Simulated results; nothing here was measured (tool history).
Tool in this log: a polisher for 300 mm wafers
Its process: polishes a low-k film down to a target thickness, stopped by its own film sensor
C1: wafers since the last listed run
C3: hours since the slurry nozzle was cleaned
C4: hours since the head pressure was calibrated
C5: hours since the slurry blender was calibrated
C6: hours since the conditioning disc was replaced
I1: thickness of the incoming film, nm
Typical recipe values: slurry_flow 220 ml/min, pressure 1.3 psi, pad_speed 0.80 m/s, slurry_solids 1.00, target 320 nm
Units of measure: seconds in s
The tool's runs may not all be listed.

run 1 day=0.000 | slurry_flow=220 pressure=1.3 pad_speed=0.80 slurry_solids=1.00 target=320 | C1=0 wafers_polished_on_this_pad=228 C3=332.2 C4=225.8 C5=411.9 C6=8.6 | I1=355.0 | seconds=159.8
run 2 day=0.304 | slurry_flow=220 pressure=1.3 pad_speed=0.80 slurry_solids=1.00 target=320 | C1=33 wafers_polished_on_this_pad=261 C3=339.5 C4=233.1 C5=419.2 C6=15.9 | I1=351.0 | seconds=144.8
run 3 day=1.038 | slurry_flow=220 pressure=1.3 pad_speed=0.80 slurry_solids=1.00 target=320 | C1=81 wafers_polished_on_this_pad=343 C3=357.1 C4=250.7 C5=436.8 C6=33.5 | I1=352.4 | seconds=147.2
run 4 day=1.458 | slurry_flow=220 pressure=1.3 pad_speed=0.80 slurry_solids=1.00 target=320 | C1=46 wafers_polished_on_this_pad=390 C3=367.2 C4=260.8 C5=446.9 C6=43.6 | I1=348.9 | seconds=133.5
run 5 day=1.971 | slurry_flow=280 pressure=1.3 pad_speed=0.80 slurry_solids=1.00 target=320 | C1=57 wafers_polished_on_this_pad=448 C3=379.5 C4=273.1 C5=459.2 C6=55.9 | I1=353.8 | seconds=158.0
run 6 day=2.550 | slurry_flow=280 pressure=1.3 pad_speed=0.80 slurry_solids=1.00 target=320 | C1=64 wafers_polished_on_this_pad=512 C3=393.4 C4=287.0 C5=473.1 C6=69.8 | I1=346.4 | seconds=119.7
run 7 day=2.896 | slurry_flow=280 pressure=1.3 pad_speed=0.80 slurry_solids=1.00 target=320 | C1=38 wafers_polished_on_this_pad=551 C3=401.7 C4=295.3 C5=481.4 C6=78.1 | I1=352.8 | seconds=148.4
run 8 day=3.525 | slurry_flow=220 pressure=1.3 pad_speed=0.80 slurry_solids=1.00 target=320 | C1=70 wafers_polished_on_this_pad=621 C3=416.8 C4=310.4 C5=496.5 C6=93.2 | I1=351.3 | seconds=143.5
run 9 day=4.112 | slurry_flow=220 pressure=1.3 pad_speed=0.80 slurry_solids=1.00 target=320 | C1=65 wafers_polished_on_this_pad=687 C3=430.9 C4=324.5 C5=510.6 C6=107.3 | I1=351.4 | seconds=146.1
-- day=4.458 slurry blender recalibrated
run 10 day=4.646 | slurry_flow=220 pressure=1.3 pad_speed=0.80 slurry_solids=1.00 target=320 | C1=50 wafers_polished_on_this_pad=737 C3=443.7 C4=337.3 C5=4.5 C6=120.1 | I1=350.9 | seconds=141.2
run 11 day=4.992 | slurry_flow=220 pressure=1.3 pad_speed=0.80 slurry_solids=1.00 target=320 | C1=38 wafers_polished_on_this_pad=775 C3=452.0 C4=345.6 C5=12.8 C6=128.4 | I1=350.2 | seconds=142.2
run 12 day=5.729 | slurry_flow=220 pressure=1.3 pad_speed=0.80 slurry_solids=1.00 target=320 | C1=82 wafers_polished_on_this_pad=858 C3=469.7 C4=363.3 C5=30.5 C6=146.1 | I1=347.9 | seconds=125.4
run 13 day=6.138 | slurry_flow=220 pressure=1.3 pad_speed=0.80 slurry_solids=1.00 target=320 | C1=45 wafers_polished_on_this_pad=903 C3=479.5 C4=373.1 C5=40.3 C6=155.9 | I1=352.2 | seconds=151.7
run 14 day=6.604 | slurry_flow=220 pressure=1.0 pad_speed=0.54 slurry_solids=1.10 target=320 | C1=52 wafers_polished_on_this_pad=955 C3=490.7 C4=384.3 C5=51.5 C6=167.1 | I1=349.3 | seconds=218.9
-- day=6.917 head pressure recalibrated
-- day=6.929 conditioning disc replaced and pad reconditioned
run 15 day=7.304 | slurry_flow=280 pressure=1.3 pad_speed=0.80 slurry_solids=0.70 target=320 | C1=67 wafers_polished_on_this_pad=1023 C3=507.5 C4=9.3 C5=68.3 C6=9.0 | I1=350.4 | seconds=181.3
run 16 day=7.796 | slurry_flow=220 pressure=1.3 pad_speed=0.80 slurry_solids=1.00 target=320 | C1=54 wafers_polished_on_this_pad=1078 C3=519.3 C4=21.1 C5=80.1 C6=20.8 | I1=347.2 | seconds=135.9
run 17 day=8.529 | slurry_flow=220 pressure=1.3 pad_speed=0.80 slurry_solids=0.70 target=320 | C1=81 wafers_polished_on_this_pad=1160 C3=536.9 C4=38.7 C5=97.7 C6=38.4 | I1=351.2 | seconds=195.3
-- day=9.150 worn pad replaced by a new one
run 18 day=9.171 | slurry_flow=220 pressure=1.3 pad_speed=0.92 slurry_solids=0.75 target=320 | C1=53 wafers_polished_on_this_pad=2 C3=552.3 C4=54.1 C5=113.1 C6=53.8 | I1=356.1 | seconds=182.7
-- day=9.529 slurry nozzle cleaned
run 19 day=9.850 | slurry_flow=220 pressure=1.3 pad_speed=0.80 slurry_solids=1.00 target=320 | C1=71 wafers_polished_on_this_pad=73 C3=7.7 C4=70.4 C5=129.4 C6=70.1 | I1=348.8 | seconds=136.4
run 20 day=10.596 | slurry_flow=220 pressure=1.6 pad_speed=0.80 slurry_solids=1.00 target=325 | C1=83 wafers_polished_on_this_pad=156 C3=25.6 C4=88.3 C5=147.3 C6=88.0 | I1=345.6 | seconds=77.4
run 21 day=11.138 | slurry_flow=220 pressure=1.0 pad_speed=0.80 slurry_solids=1.30 target=320 | C1=60 wafers_polished_on_this_pad=217 C3=38.6 C4=101.3 C5=160.3 C6=101.0 | I1=343.9 | seconds=130.6
run 22 day=11.517 | slurry_flow=255 pressure=1.7 pad_speed=0.80 slurry_solids=1.00 target=320 | C1=42 wafers_polished_on_this_pad=259 C3=47.7 C4=110.4 C5=169.4 C6=110.1 | I1=344.8 | seconds=85.9
run 23 day=12.112 | slurry_flow=220 pressure=1.5 pad_speed=0.80 slurry_solids=1.00 target=320 | C1=66 wafers_polished_on_this_pad=326 C3=62.0 C4=124.7 C5=183.7 C6=124.4 | I1=354.0 | seconds=139.5
run 24 day=12.421 | slurry_flow=220 pressure=1.3 pad_speed=0.88 slurry_solids=1.10 target=320 | C1=34 wafers_polished_on_this_pad=360 C3=69.4 C4=132.1 C5=191.1 C6=131.8 | I1=349.4 | seconds=120.9
run 25 day=13.012 | slurry_flow=290 pressure=0.9 pad_speed=0.60 slurry_solids=1.00 target=320 | C1=66 wafers_polished_on_this_pad=426 C3=83.6 C4=146.3 C5=205.3 C6=146.0 | I1=349.5 | seconds=223.4
run 26 day=13.275 | slurry_flow=180 pressure=1.1 pad_speed=1.08 slurry_solids=1.00 target=320 | C1=29 wafers_polished_on_this_pad=455 C3=89.9 C4=152.6 C5=211.6 C6=152.3 | I1=343.9 | seconds=110.9
run 27 day=13.792 | slurry_flow=290 pressure=0.9 pad_speed=0.60 slurry_solids=1.00 target=320 | C1=57 wafers_polished_on_this_pad=513 C3=102.3 C4=165.0 C5=224.0 C6=164.7 | I1=350.5 | seconds=239.2

Describe how what the log doesn't record of the tool's condition differs between the last listed run preceding each entry between runs and the first listed run following it.
Between runs 9 and 10: slurry blender recalibrated (day 4.458)
  removal rate lost through wear of the pad, %: 5.14 -> 5.54; deviation of the head's pressure from its setpoint, %: 7.69 -> 8.03
  the result without the hidden state subtracted from the measured one, seconds: -3.1 -> -2.9 s
Between runs 14 and 15: head pressure recalibrated (day 6.917); conditioning disc replaced and pad reconditioned (day 6.929)
  removal rate lost through wear of the pad, %: 7 -> 7.52; deviation of the head's pressure from its setpoint, %: 9.28 -> 1.61
  the result without the hidden state subtracted from the measured one, seconds: -3.5 -> +10.9 s
Between runs 17 and 18: worn pad replaced by a new one (day 9.150)
  removal rate lost through wear of the pad, %: 8.44 -> 1.16; deviation of the head's pressure from its setpoint, %: 2.39 -> 2.8
  the result without the hidden state subtracted from the measured one, seconds: +12.2 -> -2.9 s
Between runs 18 and 19: slurry nozzle cleaned (day 9.529)
  removal rate lost through wear of the pad, %: 1.16 -> 1.67; deviation of the head's pressure from its setpoint, %: 2.8 -> 3.23
  the result without the hidden state subtracted from the measured one, seconds: -2.9 -> -2.1 s
